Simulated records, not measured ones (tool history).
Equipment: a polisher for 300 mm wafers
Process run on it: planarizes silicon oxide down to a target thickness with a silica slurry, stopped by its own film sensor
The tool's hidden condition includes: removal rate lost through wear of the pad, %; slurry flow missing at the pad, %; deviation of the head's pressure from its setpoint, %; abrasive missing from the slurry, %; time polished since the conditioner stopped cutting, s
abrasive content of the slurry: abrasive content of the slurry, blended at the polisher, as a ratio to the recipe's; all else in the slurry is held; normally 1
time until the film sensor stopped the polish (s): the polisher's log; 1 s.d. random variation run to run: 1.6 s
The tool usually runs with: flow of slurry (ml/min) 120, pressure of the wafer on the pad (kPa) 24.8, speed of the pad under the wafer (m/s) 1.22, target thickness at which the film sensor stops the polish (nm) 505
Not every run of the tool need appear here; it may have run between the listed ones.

run,hour,flow of slurry (ml/min),pressure of the wafer on the pad (kPa),speed of the pad under the wafer (m/s),abrasive content of the slurry,target thickness at which the film sensor stops the polish (nm),wafers since the last listed run,wafers polished on this pad,hours since the slurry nozzle was cleaned,hours since the head pressure was calibrated,hours since the slurry blender was calibrated,hours since the conditioning disc was replaced,"incoming thickness of the incoming film, nm",time until the film sensor stopped the polish (s)
1,0,120,28.3,1.34,1,505,0,51,586.4,942.7,240.1,33.7,820.6,83.5
# hour 2.1: slurry blender recalibrated
2,10.6,120,28.3,1.22,1,505,53,105,597,953.3,8.5,44.3,817.9,89.1
3,27.4,120,28.3,1.22,1,505,104,209,613.8,970.1,25.3,61.1,811.5,87.9
4,42.4,120,28.3,1.22,1,505,93,303,628.8,985.1,40.3,76.1,808,86
5,58.6,120,24.8,1.22,1,505,100,403,645,1001.3,56.5,92.3,808,98.8
6,72.8,120,24.8,1.22,1,505,88,492,659.2,1015.5,70.7,106.5,824.5,99.6
# hour 79.7: conditioning disc replaced and pad reconditioned
7,88,135,24.8,1.22,1,505,82,574,674.4,1030.7,85.9,8.3,821.8,98.9
8,98.5,135,24.8,1.22,1,505,65,639,684.9,1041.2,96.4,18.8,807.3,95.2
9,113.3,120,20,1.22,1,505,92,731,699.7,1056,111.2,33.6,815.4,120.7
10,130.3,120,20,1.22,1,505,105,837,716.7,1073,128.2,50.6,829.5,128.6
11,136.6,120,24.8,1.22,0.8,505,39,876,723,1079.3,134.5,56.9,807.6,105.3
# hour 146.6: worn pad replaced by a new one
12,147.1,150,24.8,1.5,0.75,441,40,3,733.5,1089.8,145,67.4,818,115.3
13,159.1,120,24.8,1.22,1,505,74,78,745.5,1101.8,157,79.4,822,100.5
14,168.1,155,20.7,1.22,1.15,590,55,133,754.5,1110.8,166,88.4,825.2,85.8
15,175.9,120,24.8,1.22,0.85,505,48,182,762.3,1118.6,173.8,96.2,830.7,109.4
16,187.2,120,24.8,1.22,1.25,402,70,252,773.6,1129.9,185.1,107.5,819.2,121.1
# hour 201.5: slurry blender recalibrated
17,203.1,120,24.8,1.22,1,505,86,339,789.5,1145.8,1.6,123.4,836.8,103.9
# hour 209.3: conditioning disc replaced and pad reconditioned
18,212.1,120,24.8,0.9,1,505,43,382,798.5,1154.8,10.6,2.8,830.9,125.2
# hour 232.2: slurry nozzle cleaned
# hour 238.4: head pressure recalibrated
19,254.3,90,20.7,1.36,1,543,243,626,22.1,15.9,52.8,45,827.7,106.4
20,266,95,24.8,0.86,0.8,562,72,699,33.8,27.6,64.5,56.7,813.1,110.3
21,278.4,120,24.8,0.96,1,505,77,776,46.2,40,76.9,69.1,820.3,117.2
22,291.7,120,24.8,1.22,1,445,82,859,59.5,53.3,90.2,82.4,831.6,120.5
23,304.4,120,24.8,1.22,1,505,78,938,72.2,66,102.9,95.1,826.9,102.8

4 ways to go on from here, each from the tool as it stands after run 23. What would each give?
A,304.9,120,24.8,1.22,1,505,3,941,72.7,66.5,103.4,95.6,821.9,?
B,304.9,120,27.6,1.38,1,505,3,941,72.7,66.5,103.4,95.6,821.9,?
C,304.9,100,21.4,1.22,1,467,3,941,72.7,66.5,103.4,95.6,821.9,?
D,304.9,150,17.9,1.22,1,505,3,941,72.7,66.5,103.4,95.6,821.9,?

run,time until the film sensor stopped the polish (s)
A,102.5
B,85.8
C,136.3
D,135
With no hidden state in the tool, these same runs would have given:
run,time until the film sensor stopped the polish (s)
A,102.5
B,85.8
C,136.3
D,135

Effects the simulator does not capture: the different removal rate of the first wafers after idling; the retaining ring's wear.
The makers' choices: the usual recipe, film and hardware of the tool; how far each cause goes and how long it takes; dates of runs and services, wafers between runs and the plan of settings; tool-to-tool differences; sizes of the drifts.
